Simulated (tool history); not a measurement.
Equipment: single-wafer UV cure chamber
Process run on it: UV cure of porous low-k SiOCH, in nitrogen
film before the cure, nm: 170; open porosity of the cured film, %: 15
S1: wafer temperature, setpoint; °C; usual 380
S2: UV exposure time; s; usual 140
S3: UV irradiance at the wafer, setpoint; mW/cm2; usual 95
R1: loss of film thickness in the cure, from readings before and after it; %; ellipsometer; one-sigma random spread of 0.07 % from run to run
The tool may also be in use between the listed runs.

run,hour,S1,S2,S3,R1
1,0.0,380,140,95,7.982
2,6.6,380,140,95,7.867
3,17.7,380,140,95,7.991
4,31.9,380,140,95,7.917
5,46.3,380,140,95,8.056
6,63.7,380,140,95,7.946
7,92.9,380,140,95,7.904
8,106.9,380,140,95,7.608
9,115.5,391,140,95,7.838
# hour 126.5: quartz window cleaned
10,130.3,367,185,95,9.007
# hour 149.2: UV bulbs replaced
11,149.7,362,140,95,7.913
12,154.2,380,185,105,9.868
13,168.7,380,140,95,8.302
14,182.7,386,170,95,9.139
15,189.4,380,115,57,5.656
16,198.4,380,165,69,7.676

Exercise: give the hidden state of the tool at every run:
lamp output below its setpoint, %: 0, the same for each run
H1: transmission lost against a clean window, %
run,H1
1,8.85
2,9.19
3,9.77
4,10.5
5,11.3
6,12.4
7,14.2
8,15.1
9,15.7
10,2.37
11,2.41
12,2.43
13,2.51
14,2.61
15,2.68
16,2.77

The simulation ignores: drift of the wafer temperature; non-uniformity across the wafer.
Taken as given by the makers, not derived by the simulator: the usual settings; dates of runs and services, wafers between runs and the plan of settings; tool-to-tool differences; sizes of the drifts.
